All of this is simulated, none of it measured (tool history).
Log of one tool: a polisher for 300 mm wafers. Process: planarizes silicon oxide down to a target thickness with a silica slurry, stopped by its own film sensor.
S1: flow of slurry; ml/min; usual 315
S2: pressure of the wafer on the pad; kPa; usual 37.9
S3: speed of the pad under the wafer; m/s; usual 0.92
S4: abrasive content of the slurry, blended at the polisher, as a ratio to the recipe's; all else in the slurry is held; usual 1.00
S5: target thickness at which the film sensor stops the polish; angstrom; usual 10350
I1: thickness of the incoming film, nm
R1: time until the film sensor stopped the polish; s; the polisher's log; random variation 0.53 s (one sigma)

{"run": 1, "hour": 0.0, "S1": 315, "S2": 37.9, "S3": 0.92, "S4": 1.0, "S5": 10350, "I1": 1258.5, "R1": 59.7}
{"hour": 13.0, "done": "slurry blender recalibrated"}
{"run": 2, "hour": 69.7, "S1": 315, "S2": 37.9, "S3": 1.18, "S4": 1.0, "S5": 10350, "I1": 1263.3, "R1": 49.8}
{"run": 3, "hour": 132.9, "S1": 315, "S2": 37.9, "S3": 0.92, "S4": 1.0, "S5": 10350, "I1": 1256.8, "R1": 60.3}
{"run": 4, "hour": 288.9, "S1": 240, "S2": 32.4, "S3": 0.82, "S4": 1.0, "S5": 10350, "I1": 1294.4, "R1": 92.6}
{"run": 5, "hour": 333.0, "S1": 315, "S2": 44.8, "S3": 0.92, "S4": 1.0, "S5": 10350, "I1": 1279.7, "R1": 55.9}
{"hour": 429.7, "done": "slurry nozzle cleaned"}
{"run": 6, "hour": 440.8, "S1": 315, "S2": 26.9, "S3": 0.92, "S4": 1.0, "S5": 10830, "I1": 1264.4, "R1": 69.7}
{"hour": 466.3, "done": "conditioning disc replaced and pad reconditioned"}
{"hour": 482.7, "done": "worn pad replaced by a new one"}
{"run": 7, "hour": 543.5, "S1": 315, "S2": 34.5, "S3": 0.92, "S4": 1.0, "S5": 9960, "I1": 1285.9, "R1": 83.4}
{"hour": 587.8, "done": "slurry blender recalibrated"}
{"run": 8, "hour": 596.2, "S1": 315, "S2": 37.9, "S3": 0.78, "S4": 1.0, "S5": 10350, "I1": 1275.0, "R1": 72.9}
{"run": 9, "hour": 699.9, "S1": 415, "S2": 26.9, "S3": 0.92, "S4": 1.15, "S5": 10350, "I1": 1260.2, "R1": 79.9}
{"hour": 754.8, "done": "head pressure recalibrated"}
{"run": 10, "hour": 796.1, "S1": 230, "S2": 37.9, "S3": 0.92, "S4": 1.0, "S5": 10350, "I1": 1286.8, "R1": 69.5}
{"run": 11, "hour": 845.6, "S1": 370, "S2": 46.2, "S3": 0.62, "S4": 1.0, "S5": 10350, "I1": 1278.2, "R1": 73.6}
{"run": 12, "hour": 953.3, "S1": 315, "S2": 37.9, "S3": 0.92, "S4": 0.75, "S5": 10350, "I1": 1253.5, "R1": 66.4}
{"hour": 1036.6, "done": "conditioning disc replaced and pad reconditioned"}
{"run": 13, "hour": 1041.9, "S1": 415, "S2": 37.9, "S3": 0.92, "S4": 1.15, "S5": 10350, "I1": 1278.3, "R1": 61.9}
{"hour": 1068.4, "done": "worn pad replaced by a new one"}
{"hour": 1088.5, "done": "slurry nozzle cleaned"}
{"run": 14, "hour": 1120.6, "S1": 315, "S2": 37.9, "S3": 0.92, "S4": 1.0, "S5": 10350, "I1": 1268.6, "R1": 61.0}
{"run": 15, "hour": 1190.5, "S1": 315, "S2": 37.9, "S3": 0.92, "S4": 1.0, "S5": 10350, "I1": 1292.9, "R1": 68.8}
{"hour": 1207.2, "done": "slurry blender recalibrated"}
{"run": 16, "hour": 1275.0, "S1": 315, "S2": 37.9, "S3": 0.92, "S4": 1.2, "S5": 9950, "I1": 1288.6, "R1": 73.4}
{"run": 17, "hour": 1339.6, "S1": 405, "S2": 37.9, "S3": 0.92, "S4": 1.0, "S5": 9670, "I1": 1246.9, "R1": 73.5}
{"run": 18, "hour": 1408.5, "S1": 315, "S2": 37.9, "S3": 0.92, "S4": 1.0, "S5": 10350, "I1": 1284.0, "R1": 66.5}
{"run": 19, "hour": 1491.3, "S1": 350, "S2": 37.9, "S3": 1.16, "S4": 0.8, "S5": 10680, "I1": 1268.5, "R1": 48.6}
{"run": 20, "hour": 1569.8, "S1": 315, "S2": 42.7, "S3": 1.18, "S4": 1.0, "S5": 10350, "I1": 1281.6, "R1": 48.8}
{"run": 21, "hour": 1640.1, "S1": 285, "S2": 37.9, "S3": 0.92, "S4": 1.2, "S5": 10350, "I1": 1278.7, "R1": 63.5}
{"hour": 1645.5, "done": "slurry nozzle cleaned"}
{"hour": 1656.8, "done": "worn pad replaced by a new one"}
{"run": 22, "hour": 1677.6, "S1": 315, "S2": 37.9, "S3": 0.92, "S4": 1.0, "S5": 10980, "I1": 1278.0, "R1": 47.9}
{"run": 23, "hour": 1715.5, "S1": 315, "S2": 37.9, "S3": 0.92, "S4": 1.0, "S5": 10350, "I1": 1258.6, "R1": 58.5}
{"hour": 1742.2, "done": "conditioning disc replaced and pad reconditioned"}
{"run": 24, "hour": 1788.0, "S1": 315, "S2": 37.9, "S3": 0.92, "S4": 1.0, "S5": 10850, "I1": 1250.0, "R1": 43.5}
{"hour": 1810.0, "done": "slurry blender recalibrated"}
{"run": 25, "hour": 1864.6, "S1": 420, "S2": 29.0, "S3": 0.92, "S4": 1.0, "S5": 10350, "I1": 1271.0, "R1": 82.1}
{"hour": 1926.6, "done": "head pressure recalibrated"}
{"run": 26, "hour": 1927.1, "S1": 315, "S2": 37.9, "S3": 1.06, "S4": 1.0, "S5": 9550, "I1": 1254.6, "R1": 73.9}

Forecast each of these 3 alternatives for the next run:
{"run": "A", "hour": 1927.5, "S1": 315, "S2": 37.9, "S3": 0.92, "S4": 1.0, "S5": 9620, "I1": 1283.6, "R1": "?"}
{"run": "B", "hour": 1927.5, "S1": 370, "S2": 47.6, "S3": 0.92, "S4": 0.9, "S5": 11070, "I1": 1283.6, "R1": "?"}
{"run": "C", "hour": 1927.5, "S1": 315, "S2": 37.9, "S3": 0.92, "S4": 1.2, "S5": 10830, "I1": 1283.6, "R1": "?"}

run=A R1=87.2
run=B R1=39.2
run=C R1=50.8
Without the tool's hidden state the same runs would have given:
run=A R1=83.1
run=B R1=37.4
run=C R1=48.4

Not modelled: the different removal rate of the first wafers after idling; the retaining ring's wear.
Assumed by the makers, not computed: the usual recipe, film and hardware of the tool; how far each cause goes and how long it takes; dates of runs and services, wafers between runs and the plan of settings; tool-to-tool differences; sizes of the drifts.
